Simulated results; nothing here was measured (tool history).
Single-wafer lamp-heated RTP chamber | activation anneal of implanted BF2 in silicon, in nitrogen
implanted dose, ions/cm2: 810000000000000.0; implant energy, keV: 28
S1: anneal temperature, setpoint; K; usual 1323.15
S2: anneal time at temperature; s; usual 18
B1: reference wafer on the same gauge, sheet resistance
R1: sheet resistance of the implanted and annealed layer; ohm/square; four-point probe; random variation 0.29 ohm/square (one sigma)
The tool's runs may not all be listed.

run   hour       S1  S2      B1      R1
  1    0.0  1323.15  20  174.86  151.60
  2   10.0  1323.15  20  174.86  151.42
  3   21.4  1323.15  18  175.01  152.27
  4   34.4  1308.15  18  175.00  156.37
  5   43.0  1308.15  18  175.08  156.45
  6   55.7  1308.15  18  175.03  156.09
  7   69.0  1323.15  18  175.04  152.36
  8   82.5  1323.15  18  175.04  151.63
  9   99.0  1323.15  18  174.98  151.97
 10  111.4  1306.15  18  175.03  156.36
 11  122.2  1306.15  18  175.06  156.58
 12  135.7  1306.15  18  174.97  156.13
     148.6  -- gauge calibrated
 13  148.8  1311.15  18  174.92  154.29
 14  159.9  1340.15  26  175.06  145.25
 15  185.0  1323.15  18  174.82  150.78
 16  196.5  1349.15  18  175.01  145.27
 17  213.9  1341.15  28  175.00  143.99
     223.7  -- pyrometer window cleaned and pyrometer calibrated
 18  225.4  1306.15  10  174.97  163.13
 19  240.3  1323.15  18  174.84  152.73
 20  252.1  1309.15  18  175.15  156.72
     263.2  -- reflector plate cleaned
 21  269.0  1302.15  18  175.03  161.24
 22  278.1  1323.15  27  174.99  151.35
 23  290.2  1323.15  18  175.01  154.52
 24  300.4  1313.15  14  175.04  159.45
 25  312.2  1298.15   9  174.98  168.41
 26  324.9  1343.15   9  175.03  153.95
 27  378.7  1334.15  24  175.07  148.44

Some steps in R1 between neighbouring runs. How much of each would the tool show without its hidden state too (settings, what came in, random variation), and how much is left for the hidden state, with any gauge scatter that isn't in both results?
The hidden state here: true wafer temperature minus pyrometer reading, K; wafer temperature error from the tarnished reflector plate, K; gauge reads high (%).
Run 14 -> 15: S1 1340.15 -> 1323.15, S2 26 -> 18. R1 +5.53 ohm/square: hidden state -1.58, all else +7.11.
Run 17 -> 18: S1 1341.15 -> 1306.15, S2 28 -> 10, pyrometer window cleaned and pyrometer calibrated. R1 +19.14 ohm/square: hidden state -0.46, all else +19.60.
Run 20 -> 21: S1 1309.15 -> 1302.15, reflector plate cleaned. R1 +4.52 ohm/square: hidden state +2.30, all else +2.22.
Run 25 -> 26: S1 1298.15 -> 1343.15. R1 -14.46 ohm/square: hidden state +0.47, all else -14.93.
